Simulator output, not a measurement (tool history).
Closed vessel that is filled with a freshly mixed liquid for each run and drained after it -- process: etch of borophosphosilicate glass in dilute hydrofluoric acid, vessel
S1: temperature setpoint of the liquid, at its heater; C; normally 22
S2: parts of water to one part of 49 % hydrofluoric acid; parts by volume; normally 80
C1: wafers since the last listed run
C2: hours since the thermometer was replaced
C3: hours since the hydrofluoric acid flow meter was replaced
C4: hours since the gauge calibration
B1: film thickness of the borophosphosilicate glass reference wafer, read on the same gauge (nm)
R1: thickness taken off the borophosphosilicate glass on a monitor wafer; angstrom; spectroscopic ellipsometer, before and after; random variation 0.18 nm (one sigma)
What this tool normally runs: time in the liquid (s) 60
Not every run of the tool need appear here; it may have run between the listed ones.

run 1 hour=0 | S1=22 S2=80 time_in_the_liquid_(s)=60 | C1=0 C2=46.5 C3=827.1 C4=2203.6 | B1=130 | R1=386.1
run 2 hour=34.1 | S1=22 S2=80 time_in_the_liquid_(s)=60 | C1=2375 C2=80.6 C3=861.2 C4=2237.7 | B1=129.99 | R1=385.4
run 3 hour=91.2 | S1=22 S2=80 time_in_the_liquid_(s)=60 | C1=3977 C2=137.7 C3=918.3 C4=2294.8 | B1=130.01 | R1=385.5
run 4 hour=143.6 | S1=22 S2=80 time_in_the_liquid_(s)=60 | C1=3650 C2=190.1 C3=970.7 C4=2347.2 | B1=129.99 | R1=383.5
run 5 hour=297.3 | S1=22 S2=80 time_in_the_liquid_(s)=60 | C1=10707 C2=343.8 C3=1124.4 C4=2500.9 | B1=129.98 | R1=380.7
run 6 hour=364.3 | S1=22 S2=80 time_in_the_liquid_(s)=60 | C1=4667 C2=410.8 C3=1191.4 C4=2567.9 | B1=130.03 | R1=380.4
run 7 hour=398.4 | S1=22 S2=80 time_in_the_liquid_(s)=60 | C1=2375 C2=444.9 C3=1225.5 C4=2602 | B1=130.03 | R1=381.2
run 8 hour=435.9 | S1=22 S2=80 time_in_the_liquid_(s)=60 | C1=2612 C2=482.4 C3=1263 C4=2639.5 | B1=130 | R1=384
run 9 hour=480.6 | S1=22 S2=80 time_in_the_liquid_(s)=60 | C1=3114 C2=527.1 C3=1307.7 C4=2684.2 | B1=130.02 | R1=380.2
-- hour=505.3 gauge calibrated
run 10 hour=539.9 | S1=17 S2=115 time_in_the_liquid_(s)=60 | C1=4131 C2=586.4 C3=1367 C4=34.6 | B1=130.03 | R1=206.3
run 11 hour=603.8 | S1=25 S2=80 time_in_the_liquid_(s)=75 | C1=4451 C2=650.3 C3=1430.9 C4=98.5 | B1=130 | R1=537.7
run 12 hour=646 | S1=22 S2=80 time_in_the_liquid_(s)=60 | C1=2939 C2=692.5 C3=1473.1 C4=140.7 | B1=129.97 | R1=378.1
run 13 hour=700 | S1=19 S2=60 time_in_the_liquid_(s)=60 | C1=3761 C2=746.5 C3=1527.1 C4=194.7 | B1=129.98 | R1=456.8
run 14 hour=765 | S1=24 S2=65 time_in_the_liquid_(s)=85 | C1=4528 C2=811.5 C3=1592.1 C4=259.7 | B1=129.97 | R1=730.2
run 15 hour=806.9 | S1=22 S2=80 time_in_the_liquid_(s)=60 | C1=2918 C2=853.4 C3=1634 C4=301.6 | B1=130 | R1=378.6
run 16 hour=840.4 | S1=22 S2=90 time_in_the_liquid_(s)=45 | C1=2333 C2=886.9 C3=1667.5 C4=335.1 | B1=130.05 | R1=247.8
run 17 hour=941.7 | S1=22 S2=80 time_in_the_liquid_(s)=60 | C1=7057 C2=988.2 C3=1768.8 C4=436.4 | B1=129.99 | R1=374.9
run 18 hour=976.5 | S1=22 S2=120 time_in_the_liquid_(s)=30 | C1=2424 C2=1023 C3=1803.6 C4=471.2 | B1=130 | R1=120
run 19 hour=1033.4 | S1=22 S2=60 time_in_the_liquid_(s)=45 | C1=3963 C2=1079.9 C3=1860.5 C4=528.1 | B1=129.97 | R1=381.5
run 20 hour=1082 | S1=22 S2=80 time_in_the_liquid_(s)=60 | C1=3385 C2=1128.5 C3=1909.1 C4=576.7 | B1=129.98 | R1=371.6
run 21 hour=1136 | S1=24 S2=45 time_in_the_liquid_(s)=50 | C1=3761 C2=1182.5 C3=1963.1 C4=630.7 | B1=130.04 | R1=628.4
-- hour=1149.3 hydrofluoric acid flow meter replaced
run 22 hour=1192.6 | S1=22 S2=80 time_in_the_liquid_(s)=60 | C1=3873 C2=1239.1 C3=43.3 C4=687.3 | B1=130.02 | R1=392.5
run 23 hour=1299.9 | S1=22 S2=80 time_in_the_liquid_(s)=60 | C1=7475 C2=1346.4 C3=150.6 C4=794.6 | B1=130.04 | R1=390.5
run 24 hour=1335.8 | S1=18.5 S2=50 time_in_the_liquid_(s)=85 | C1=2501 C2=1382.3 C3=186.5 C4=830.5 | B1=129.99 | R1=790.3
run 25 hour=1403.7 | S1=22 S2=80 time_in_the_liquid_(s)=95 | C1=4730 C2=1450.2 C3=254.4 C4=898.4 | B1=129.96 | R1=621.2
run 26 hour=1456.8 | S1=22 S2=70 time_in_the_liquid_(s)=60 | C1=3699 C2=1503.3 C3=307.5 C4=951.5 | B1=129.98 | R1=452.1
run 27 hour=1487.3 | S1=24.5 S2=100 time_in_the_liquid_(s)=40 | C1=2124 C2=1533.8 C3=338 C4=982 | B1=130 | R1=223.6
run 28 hour=1558.1 | S1=22 S2=80 time_in_the_liquid_(s)=60 | C1=4932 C2=1604.6 C3=408.8 C4=1052.8 | B1=129.95 | R1=390.5
-- hour=1585.4 thermometer replaced
run 29 hour=1600.6 | S1=20.5 S2=80 time_in_the_liquid_(s)=60 | C1=2891 C2=15.2 C3=451.3 C4=1095.3 | B1=130.05 | R1=367.2
run 30 hour=1631.9 | S1=26.5 S2=80 time_in_the_liquid_(s)=60 | C1=2180 C2=46.5 C3=482.6 C4=1126.6 | B1=129.95 | R1=469.4
run 31 hour=1673.5 | S1=22 S2=80 time_in_the_liquid_(s)=60 | C1=2898 C2=88.1 C3=524.2 C4=1168.2 | B1=129.96 | R1=385.8

State the hidden condition of the tool at each of the runs:
liquid colder than its thermometer reads (K): 0, the same for each run
gauge reads high (%): 0, the same for each run
H1: hydrofluoric acid flow below the setpoint (%)
run=1 H1=2.93
run=2 H1=3.01
run=3 H1=3.14
run=4 H1=3.27
run=5 H1=3.62
run=6 H1=3.78
run=7 H1=3.86
run=8 H1=3.94
run=9 H1=4.05
run=10 H1=4.19
run=11 H1=4.33
run=12 H1=4.43
run=13 H1=4.56
run=14 H1=4.71
run=15 H1=4.8
run=16 H1=4.88
run=17 H1=5.12
run=18 H1=5.2
run=19 H1=5.33
run=20 H1=5.44
run=21 H1=5.57
run=22 H1=1.38
run=23 H1=1.63
run=24 H1=1.71
run=25 H1=1.87
run=26 H1=1.99
run=27 H1=2.06
run=28 H1=2.23
run=29 H1=2.33
run=30 H1=2.4
run=31 H1=2.5

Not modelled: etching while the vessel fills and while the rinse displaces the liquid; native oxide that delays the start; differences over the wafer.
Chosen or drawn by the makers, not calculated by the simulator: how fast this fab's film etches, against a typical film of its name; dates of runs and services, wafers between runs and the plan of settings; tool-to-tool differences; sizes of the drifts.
